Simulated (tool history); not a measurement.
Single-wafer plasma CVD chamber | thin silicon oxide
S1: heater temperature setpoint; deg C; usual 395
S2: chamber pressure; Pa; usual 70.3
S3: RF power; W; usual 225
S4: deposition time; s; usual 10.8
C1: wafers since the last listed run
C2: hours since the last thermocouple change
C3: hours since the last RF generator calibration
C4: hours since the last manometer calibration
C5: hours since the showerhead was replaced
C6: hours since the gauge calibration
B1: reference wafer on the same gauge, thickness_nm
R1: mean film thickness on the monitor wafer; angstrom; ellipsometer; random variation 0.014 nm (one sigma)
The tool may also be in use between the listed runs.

| run | day | S1 | S2 | S3 | S4 | C1 | C2 | C3 | C4 | C5 | C6 | B1 | R1 |
|---|---|---|---|---|---|---|---|---|---|---|---|---|---|
| 1 | 0.000 | 395 | 70.3 | 225 | 10.8 | 0 | 1988.0 | 1118.2 | 1812.0 | 7428.2 | 219.6 | 10.035 | 83.63 |
| 2 | 0.383 | 395 | 70.3 | 225 | 9.3 | 375 | 1997.2 | 1127.4 | 1821.2 | 7437.4 | 228.8 | 10.033 | 72.10 |
| 3 | 0.875 | 395 | 70.3 | 225 | 10.8 | 482 | 2009.0 | 1139.2 | 1833.0 | 7449.2 | 240.6 | 10.037 | 83.70 |
| 4 | 1.517 | 395 | 70.3 | 225 | 10.8 | 629 | 2024.4 | 1154.6 | 1848.4 | 7464.6 | 256.0 | 10.029 | 83.79 |
| 5 | 2.096 | 395 | 70.3 | 225 | 10.8 | 567 | 2038.3 | 1168.5 | 1862.3 | 7478.5 | 269.9 | 10.026 | 83.31 |
| 6 | 2.500 | 395 | 70.3 | 225 | 9.7 | 396 | 2048.0 | 1178.2 | 1872.0 | 7488.2 | 279.6 | 10.033 | 74.83 |
| 7 | 2.958 | 395 | 70.3 | 225 | 9.7 | 449 | 2059.0 | 1189.2 | 1883.0 | 7499.2 | 290.6 | 10.024 | 75.02 |
| 8 | 3.583 | 395 | 70.3 | 225 | 10.8 | 612 | 2074.0 | 1204.2 | 1898.0 | 7514.2 | 305.6 | 10.025 | 83.53 |
|  | 4.146 | thermocouple changed; heater temperature recalibrated |
|  | 4.183 | capacitance manometer re-zeroed and calibrated |
| 9 | 4.204 | 395 | 70.3 | 225 | 10.8 | 244 | 1.4 | 1219.1 | 0.5 | 7529.1 | 320.5 | 10.032 | 87.21 |
| 10 | 4.442 | 395 | 70.3 | 225 | 10.8 | 232 | 7.1 | 1224.8 | 6.2 | 7534.8 | 326.2 | 10.029 | 87.00 |
| 11 | 5.083 | 395 | 70.3 | 225 | 10.8 | 629 | 22.5 | 1240.2 | 21.6 | 7550.2 | 341.6 | 10.031 | 87.06 |
|  | 5.129 | gauge calibrated |
| 12 | 5.379 | 395 | 70.3 | 225 | 12.8 | 290 | 29.6 | 1247.3 | 28.7 | 7557.3 | 6.0 | 10.034 | 103.12 |
| 13 | 5.746 | 390 | 70.3 | 205 | 10.8 | 359 | 38.4 | 1256.1 | 37.5 | 7566.1 | 14.8 | 10.032 | 80.17 |
| 14 | 6.358 | 395 | 70.3 | 225 | 12.4 | 600 | 53.1 | 1270.8 | 52.2 | 7580.8 | 29.5 | 10.034 | 99.49 |
| 15 | 6.821 | 410 | 70.3 | 225 | 12.5 | 453 | 64.2 | 1281.9 | 63.3 | 7591.9 | 40.6 | 10.027 | 99.20 |
| 16 | 7.475 | 395 | 70.3 | 225 | 10.8 | 641 | 79.9 | 1297.6 | 79.0 | 7607.6 | 56.3 | 10.031 | 86.53 |
|  | 7.958 | showerhead replaced |
| 17 | 7.979 | 395 | 84.8 | 245 | 10.8 | 167 | 92.0 | 1309.7 | 91.1 | 0.5 | 68.4 | 10.027 | 103.12 |
| 18 | 8.017 | 385 | 82.9 | 225 | 10.8 | 36 | 92.9 | 1310.6 | 92.0 | 1.4 | 69.3 | 10.029 | 95.96 |
| 19 | 8.646 | 403 | 53.6 | 205 | 12.1 | 616 | 108.0 | 1325.7 | 107.1 | 16.5 | 84.4 | 10.026 | 76.28 |
|  | 9.083 | RF generator calibrated |
| 20 | 9.321 | 395 | 82.7 | 225 | 10.8 | 334 | 124.2 | 5.7 | 123.3 | 32.7 | 100.6 | 10.029 | 98.44 |
| 21 | 10.921 | 395 | 70.3 | 225 | 10.8 | 1568 | 162.6 | 44.1 | 161.7 | 71.1 | 139.0 | 10.037 | 88.95 |
| 22 | 11.562 | 404 | 70.3 | 185 | 10.1 | 629 | 178.0 | 59.5 | 177.1 | 86.5 | 154.4 | 10.032 | 68.95 |

The same runs without the tool's hidden state, with the same run-to-run variation:
The hidden state here: wafer temperature above the value expected at the setpoint (K); delivered RF power above the setpoint (%); true pressure above the setpoint (%); gauge reads high (%).
| run | R1 |
|---|---|
| 1 | 90.20 |
| 2 | 77.80 |
| 3 | 90.36 |
| 4 | 90.53 |
| 5 | 90.08 |
| 6 | 80.95 |
| 7 | 81.20 |
| 8 | 90.49 |
| 9 | 90.29 |
| 10 | 90.13 |
| 11 | 90.36 |
| 12 | 107.13 |
| 13 | 83.56 |
| 14 | 103.65 |
| 15 | 103.48 |
| 16 | 90.44 |
| 17 | 107.74 |
| 18 | 100.45 |
| 19 | 80.23 |
| 20 | 99.44 |
| 21 | 90.07 |
| 22 | 69.89 |
